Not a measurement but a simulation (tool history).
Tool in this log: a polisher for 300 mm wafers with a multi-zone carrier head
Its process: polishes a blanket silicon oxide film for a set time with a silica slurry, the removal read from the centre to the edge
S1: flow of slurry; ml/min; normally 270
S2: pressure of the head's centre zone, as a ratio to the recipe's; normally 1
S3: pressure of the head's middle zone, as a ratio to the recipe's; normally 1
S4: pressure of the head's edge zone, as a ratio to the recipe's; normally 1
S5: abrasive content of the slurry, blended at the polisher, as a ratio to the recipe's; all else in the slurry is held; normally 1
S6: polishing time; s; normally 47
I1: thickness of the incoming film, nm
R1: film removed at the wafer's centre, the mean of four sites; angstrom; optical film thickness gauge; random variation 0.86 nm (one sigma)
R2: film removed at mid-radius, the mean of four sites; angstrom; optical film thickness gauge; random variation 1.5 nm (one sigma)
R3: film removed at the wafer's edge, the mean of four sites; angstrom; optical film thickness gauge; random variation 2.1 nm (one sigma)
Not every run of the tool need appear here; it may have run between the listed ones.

run   hour   S1    S2    S3    S4    S5  S6      I1    R1    R2    R3
  1      0  270     1     1     1     1  38  1577.5  1097  1112  1110
  2   23.9  270     1     1     1     1  38  1569.2  1089  1101  1108
  3   49.3  270     1     1     1     1  38  1573.2  1094  1107  1108
      67.4  -- worn pad replaced by a new one
  4   70.6  270     1     1  0.96     1  47  1547.5  1402  1439  1402
  5  101.2  270     1     1     1     1  47  1566.8  1343  1378  1408
  6  116.1  270     1     1     1     1  47  1571.1  1355  1358  1355
  7  144.9  270  0.95     1     1     1  47  1597.4  1251  1340  1353
       165  -- edge zone pressure recalibrated
     167.5  -- worn pad replaced by a new one
  8  171.8  270  0.95     1     1     1  47  1584.6  1178  1252  1252
  9  193.9  270  0.95     1     1     1  47  1589.4  1129  1203  1229
       228  -- worn pad replaced by a new one, repeated, since the last time left the tool worse
 10  228.7  270     1     1     1     1  47  1569.8  1423  1432  1462
 11  249.8  270     1     1  0.96     1  47  1564.4  1383  1379  1389
 12  282.9  180     1     1     1     1  31  1583.6   853   870   870
     300.1  -- centre zone pressure recalibrated
       309  -- slurry nozzle cleaned
 13  313.5  270     1     1  1.05     1  47  1602.2  1332  1344  1375
     327.8  -- worn pad replaced by a new one
     328.2  -- carrier head's membrane replaced by a new one
 14  337.3  210     1     1     1     1  47  1592.9  1359  1378  1434
 15  372.4  270     1  1.03     1  1.15  47  1589.2  1440  1512  1456
 16  396.7  270     1     1  0.89     1  47  1574.2  1350  1366  1303
     432.5  -- worn pad replaced by a new one
 17    433  270   0.9     1     1     1  47  1555.8  1284  1420  1444
 18    466  270  0.88     1     1     1  47  1578.1  1190  1364  1362

Here are 4 independent what-if runs from the current tool condition. What would each one return?
  A  466.4  270     1     1     1    1  47  1578.7   ?   ?   ?
  B  466.4  270  0.96     1  1.07    1  34  1578.7   ?   ?   ?
  C  466.4  270  0.95  0.89  1.03  1.2  47  1578.7   ?   ?   ?
  D  466.4  270  1.04     1  0.89    1  47  1578.7   ?   ?   ?

run    R1    R2    R3
  A  1371  1376  1409
  B   952   996  1048
  C  1412  1375  1550
  D  1426  1376  1347
Stripped of hidden state, with their random variation kept, the same runs would have yielded:
run    R1    R2    R3
  A  1438  1443  1478
  B   998  1044  1099
  C  1481  1442  1625
  D  1496  1443  1412
